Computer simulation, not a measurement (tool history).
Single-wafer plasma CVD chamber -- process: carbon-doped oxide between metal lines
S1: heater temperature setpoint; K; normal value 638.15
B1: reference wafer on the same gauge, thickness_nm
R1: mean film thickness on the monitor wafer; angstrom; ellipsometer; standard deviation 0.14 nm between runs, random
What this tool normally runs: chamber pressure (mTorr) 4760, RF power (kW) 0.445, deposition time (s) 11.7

Run 1, hour 0: usual settings; B1 49.466. Result: R1 480.55 angstrom.
Run 2, hour 14.2: usual settings; B1 49.511. Result: R1 480.35 angstrom.
Run 3, hour 23.5: usual settings; B1 49.428. Result: R1 483.46 angstrom.
At hour 41.3: thermocouple changed; heater temperature recalibrated.
At hour 47.7: showerhead replaced, of another model than before.
Run 4, hour 48.2: usual settings; B1 49.536. Result: R1 481.48 angstrom.
Run 5, hour 51.1: usual settings; B1 49.465. Result: R1 483.99 angstrom.
Run 6, hour 59: usual settings but S1 629.15 K, RF power (kW) 0.38; B1 49.497. Result: R1 455.98 angstrom.
Run 7, hour 74.3: usual settings; B1 49.433. Result: R1 484.94 angstrom.
At hour 86.7: gauge calibrated.
Run 8, hour 87.7: usual settings but S1 630.15 K, RF power (kW) 0.505; B1 49.497. Result: R1 527.89 angstrom.
Run 9, hour 106.5: usual settings but chamber pressure (mTorr) 4060, deposition time (s) 9.9; B1 49.494. Result: R1 405.53 angstrom.
Run 10, hour 115.2: usual settings but S1 645.15 K, chamber pressure (mTorr) 5460, RF power (kW) 0.485, deposition time (s) 11.1; B1 49.504. Result: R1 479.45 angstrom.
Run 11, hour 129.1: usual settings but S1 643.15 K, chamber pressure (mTorr) 4080, RF power (kW) 0.405, deposition time (s) 12.6; B1 49.513. Result: R1 483.61 angstrom.
Run 12, hour 144.2: usual settings but S1 628.15 K, chamber pressure (mTorr) 5460, RF power (kW) 0.495, deposition time (s) 14; B1 49.505. Result: R1 635.65 angstrom.
Run 13, hour 152.7: usual settings but RF power (kW) 0.505; B1 49.487. Result: R1 519.55 angstrom.
Run 14, hour 182.1: usual settings but deposition time (s) 12.7; B1 49.486. Result: R1 524.25 angstrom.
At hour 196.4: capacitance manometer re-zeroed and calibrated.
Run 15, hour 225.3: usual settings; B1 49.504. Result: R1 482.47 angstrom.
Run 16, hour 240: usual settings but S1 649.15 K, chamber pressure (mTorr) 5550; B1 49.51. Result: R1 475.43 angstrom.
Run 17, hour 250: usual settings but S1 630.15 K, RF power (kW) 0.505; B1 49.532. Result: R1 530.42 angstrom.
Run 18, hour 267.4: usual settings but S1 649.15 K, chamber pressure (mTorr) 3850, RF power (kW) 0.38, deposition time (s) 10.8; B1 49.558. Result: R1 390.98 angstrom.
Run 19, hour 276.7: usual settings but chamber pressure (mTorr) 3870; B1 49.534. Result: R1 476.47 angstrom.
Run 20, hour 303.1: usual settings but S1 649.15 K, chamber pressure (mTorr) 3870, RF power (kW) 0.36, deposition time (s) 13.8; B1 49.529. Result: R1 484.36 angstrom.
Run 21, hour 311: usual settings but chamber pressure (mTorr) 5690, RF power (kW) 0.385, deposition time (s) 9.6; B1 49.524. Result: R1 372.35 angstrom.
At hour 324.9: RF generator calibrated.
Run 22, hour 336: usual settings; B1 49.438. Result: R1 491.47 angstrom.
Run 23, hour 348.5: usual settings; B1 49.484. Result: R1 495.5 angstrom.
Run 24, hour 387.1: usual settings but S1 647.15 K, RF power (kW) 0.505; B1 49.485. Result: R1 512.21 angstrom.
Run 25, hour 411.4: usual settings but RF power (kW) 0.41, deposition time (s) 10.8; B1 49.523. Result: R1 433.96 angstrom.
Run 26, hour 427.5: usual settings; B1 49.508. Result: R1 490.99 angstrom.
Run 27, hour 437.1: usual settings but S1 625.15 K, RF power (kW) 0.49; B1 49.516. Result: R1 538.54 angstrom.
Run 28, hour 454.1: usual settings but deposition time (s) 12.8; B1 49.482. Result: R1 533.22 angstrom.
Run 29, hour 468.8: usual settings but chamber pressure (mTorr) 3940; B1 49.483. Result: R1 485.34 angstrom.

Forecast each of these 4 alternatives for the next run:
Run A, hour 469.2: usual settings but RF power (kW) 0.485; B1 ?. Result: R1 ?.
Run B, hour 469.2: usual settings but S1 650.15 K, deposition time (s) 12.5; B1 ?. Result: R1 ?.
Run C, hour 469.2: usual settings but S1 628.15 K, chamber pressure (mTorr) 3590, RF power (kW) 0.505; B1 ?. Result: R1 ?.
Run D, hour 469.2: usual settings but S1 644.15 K, chamber pressure (mTorr) 4070, RF power (kW) 0.405, deposition time (s) 13.8; B1 ?. Result: R1 ?.

run      B1      R1
  A  49.505  512.11
  B  49.505  505.88
  C  49.505  528.26
  D  49.505  530.22
Had the tool no hidden state, the same runs would have come out as:
run      R1
  A  515.57
  B  509.85
  C  531.84
  D  534.38
